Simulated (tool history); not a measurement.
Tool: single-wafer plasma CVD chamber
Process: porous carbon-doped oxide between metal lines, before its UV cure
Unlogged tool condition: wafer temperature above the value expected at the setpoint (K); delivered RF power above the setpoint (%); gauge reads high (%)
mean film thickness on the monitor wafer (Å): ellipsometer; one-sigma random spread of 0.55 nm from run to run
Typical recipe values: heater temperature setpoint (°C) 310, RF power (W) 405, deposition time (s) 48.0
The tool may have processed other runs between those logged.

| run | hour | heater temperature setpoint (°C) | RF power (W) | deposition time (s) | wafers since the last listed run | hours since the last thermocouple change | hours since the last RF generator calibration | hours since the showerhead was replaced | hours since the gauge calibration | read-back reference wafer on the same gauge, thickness_nm | mean film thickness on the monitor wafer (Å) |
|---|---|---|---|---|---|---|---|---|---|---|---|
| 1 | 0.0 | 310 | 405 | 43.6 | 0 | 829.2 | 1386.6 | 4901.4 | 1461.8 | 237.613 | 2149.30 |
|  | 61.4 | RF generator calibrated |
| 2 | 61.9 | 310 | 405 | 48.0 | 804 | 891.1 | 0.5 | 4963.3 | 1523.7 | 237.621 | 2380.15 |
| 3 | 96.9 | 310 | 405 | 48.0 | 522 | 926.1 | 35.5 | 4998.3 | 1558.7 | 237.715 | 2370.38 |
| 4 | 160.2 | 310 | 405 | 48.0 | 944 | 989.4 | 98.8 | 5061.6 | 1622.0 | 237.713 | 2372.80 |
| 5 | 199.2 | 310 | 405 | 48.0 | 582 | 1028.4 | 137.8 | 5100.6 | 1661.0 | 237.697 | 2380.03 |
| 6 | 252.0 | 310 | 405 | 48.0 | 788 | 1081.2 | 190.6 | 5153.4 | 1713.8 | 237.703 | 2371.20 |
| 7 | 285.2 | 310 | 405 | 48.0 | 495 | 1114.4 | 223.8 | 5186.6 | 1747.0 | 237.851 | 2366.94 |
|  | 345.4 | thermocouple changed; heater temperature recalibrated |
| 8 | 350.2 | 310 | 405 | 48.0 | 850 | 4.8 | 288.8 | 5251.6 | 1812.0 | 237.772 | 2376.76 |
| 9 | 418.0 | 310 | 405 | 51.1 | 1011 | 72.6 | 356.6 | 5319.4 | 1879.8 | 237.910 | 2533.34 |
| 10 | 450.2 | 315 | 405 | 48.0 | 480 | 104.8 | 388.8 | 5351.6 | 1912.0 | 237.944 | 2304.48 |
| 11 | 500.9 | 315 | 405 | 48.0 | 756 | 155.5 | 439.5 | 5402.3 | 1962.7 | 237.887 | 2310.16 |
|  | 514.3 | showerhead replaced |
| 12 | 554.7 | 315 | 405 | 48.0 | 683 | 209.3 | 493.3 | 40.4 | 2016.5 | 237.980 | 2311.66 |
| 13 | 599.6 | 310 | 405 | 42.2 | 670 | 254.2 | 538.2 | 85.3 | 2061.4 | 237.857 | 2099.65 |
| 14 | 641.4 | 304 | 405 | 48.0 | 623 | 296.0 | 580.0 | 127.1 | 2103.2 | 237.807 | 2461.27 |
| 15 | 685.8 | 304 | 405 | 48.0 | 662 | 340.4 | 624.4 | 171.5 | 2147.6 | 238.169 | 2469.47 |
| 16 | 717.2 | 310 | 405 | 43.0 | 468 | 371.8 | 655.8 | 202.9 | 2179.0 | 238.118 | 2133.26 |
| 17 | 774.4 | 310 | 405 | 48.0 | 853 | 429.0 | 713.0 | 260.1 | 2236.2 | 238.049 | 2378.03 |
| 18 | 841.8 | 310 | 340 | 48.0 | 1005 | 496.4 | 780.4 | 327.5 | 2303.6 | 238.222 | 1991.85 |
| 19 | 886.6 | 316 | 440 | 48.0 | 668 | 541.2 | 825.2 | 372.3 | 2348.4 | 238.067 | 2475.36 |
| 20 | 925.6 | 324 | 405 | 51.1 | 582 | 580.2 | 864.2 | 411.3 | 2387.4 | 238.132 | 2333.99 |
| 21 | 976.3 | 299 | 485 | 42.5 | 756 | 630.9 | 914.9 | 462.0 | 2438.1 | 237.912 | 2655.60 |
| 22 | 1023.3 | 298 | 370 | 55.6 | 701 | 677.9 | 961.9 | 509.0 | 2485.1 | 238.130 | 2711.30 |
| 23 | 1049.8 | 315 | 385 | 43.3 | 395 | 704.4 | 988.4 | 535.5 | 2511.6 | 238.175 | 1981.17 |
| 24 | 1121.0 | 310 | 405 | 48.0 | 1062 | 775.6 | 1059.6 | 606.7 | 2582.8 | 238.114 | 2375.70 |
|  | 1160.2 | gauge calibrated |
| 25 | 1264.3 | 310 | 405 | 48.0 | 2138 | 918.9 | 1202.9 | 750.0 | 104.1 | 234.016 | 2347.15 |
|  | 1280.1 | thermocouple changed; heater temperature recalibrated |
|  | 1383.4 | RF generator calibrated |
| 26 | 1454.5 | 310 | 485 | 54.1 | 2600 | 174.4 | 71.1 | 940.2 | 294.3 | 235.126 | 3115.51 |
| 27 | 1507.4 | 310 | 465 | 48.0 | 789 | 227.3 | 124.0 | 993.1 | 347.2 | 235.284 | 2664.21 |
| 28 | 1566.0 | 305 | 445 | 41.7 | 874 | 285.9 | 182.6 | 1051.7 | 405.8 | 235.655 | 2312.10 |
| 29 | 1617.0 | 318 | 365 | 54.9 | 761 | 336.9 | 233.6 | 1102.7 | 456.8 | 235.711 | 2306.92 |

What will run 30 give?
| 30 | 1654.1 | 318 | 365 | 43.9 | 553 | 374.0 | 270.7 | 1139.8 | 493.9 | ? | ? |

read-back reference wafer on the same gauge, thickness_nm: 235.825
mean film thickness on the monitor wafer (Å): 1854.97
Minus the tool's unlogged condition, the same run would have read mean film thickness on the monitor wafer (Å) 1833.26.
